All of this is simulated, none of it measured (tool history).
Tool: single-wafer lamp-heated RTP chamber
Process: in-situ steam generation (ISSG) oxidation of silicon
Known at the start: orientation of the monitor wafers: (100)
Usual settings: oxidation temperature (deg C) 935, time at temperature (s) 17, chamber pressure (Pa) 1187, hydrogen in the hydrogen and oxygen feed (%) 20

run,hour,oxidation temperature (deg C),time at temperature (s),chamber pressure (Pa),hydrogen in the hydrogen and oxygen feed (%),wafers since the last listed run,wafers since the last pyrometer calibration,hours since the pressure gauge was zeroed,hours since the hydrogen flow controller was replaced,hours since the gauge calibration,"read-back reference wafer on the same gauge, thickness",oxide thickness on the monitor wafer (nm)
1,0.0,935,20,1187,15,0,1316,953.7,4764.2,817.4,4.089,3.805
2,67.9,935,20,1187,15,564,1880,1021.6,4832.1,885.3,4.092,3.805
3,126.8,935,20,1187,16,489,2370,1080.5,4891.0,944.2,4.089,3.854
4,184.5,935,17,1187,20,479,2850,1138.2,4948.7,1001.9,4.091,3.814
5,216.1,935,17,1187,20,262,3112,1169.8,4980.3,1033.5,4.087,3.810
6,268.7,935,17,1187,20,437,3550,1222.4,5032.9,1086.1,4.088,3.815
7,320.0,935,17,1187,20,426,3976,1273.7,5084.2,1137.4,4.090,3.822
8,364.7,935,17,1187,20,371,4348,1318.4,5128.9,1182.1,4.090,3.821
9,416.6,945,17,1187,20,431,4779,1370.3,5180.8,1234.0,4.089,3.931
10,472.6,935,12,1187,20,465,5244,1426.3,5236.8,1290.0,4.090,3.358
11,530.9,935,17,1187,20,484,5729,1484.6,5295.1,1348.3,4.090,3.836
12,585.7,935,17,1187,20,455,6185,1539.4,5349.9,1403.1,4.088,3.842
13,614.1,935,17,1187,20,236,6421,1567.8,5378.3,1431.5,4.089,3.840
# hour 632.9: pyrometer window cleaned and pyrometer calibrated
14,642.2,935,17,1320,15,167,77,1595.9,5406.4,1459.6,4.089,3.520
15,696.7,935,17,1187,20,453,530,1650.4,5460.9,1514.1,4.089,3.796
# hour 704.6: gauge calibrated
16,756.5,935,23,1187,17,497,1027,1710.2,5520.7,51.9,4.089,4.134
17,798.7,935,17,1187,20,350,1378,1752.4,5562.9,94.1,4.089,3.805
18,836.4,935,17,1187,20,313,1691,1790.1,5600.6,131.8,4.088,3.804
19,877.9,926,13,1133,24,344,2036,1831.6,5642.1,173.3,4.090,3.535
# hour 895.9: hydrogen flow controller replaced
20,902.8,935,22,1293,20,140,2177,1856.5,6.9,198.2,4.090,4.187
21,951.6,935,17,1187,20,405,2582,1905.3,55.7,247.0,4.091,3.804
22,982.8,926,21,1187,15,259,2842,1936.5,86.9,278.2,4.090,3.813
23,1060.9,935,17,1187,20,649,3491,2014.6,165.0,356.3,4.092,3.822
24,1093.4,935,17,1347,29,270,3761,2047.1,197.5,388.8,4.090,4.080
# hour 1115.0: pressure gauge zeroed
25,1154.8,926,19,1360,30,443,4205,39.8,258.9,450.2,4.090,4.174
26,1194.8,935,13,1187,27,332,4537,79.8,298.9,490.2,4.090,3.728
27,1222.7,935,17,1013,16,231,4769,107.7,326.8,518.1,4.091,3.659
28,1270.3,952,17,1093,20,395,5165,155.3,374.4,565.7,4.090,4.047
29,1312.0,919,17,1187,27,346,5511,197.0,416.1,607.4,4.090,3.957
# hour 1359.3: pyrometer window cleaned and pyrometer calibrated
30,1359.8,953,17,1187,20,330,4,244.8,463.9,655.2,4.088,3.976
31,1429.6,935,17,1360,15,580,584,314.6,533.7,725.0,4.089,3.498

Forecast run 32:
32,1459.3,918,15,1267,20,246,831,344.3,563.4,754.7,?,?

{"run 32": {"read-back reference wafer on the same gauge, thickness": 4.09, "oxide thickness on the monitor wafer (nm)": 3.456}}
Without the tool's hidden state the same run would have given oxide thickness on the monitor wafer (nm) 3.445.
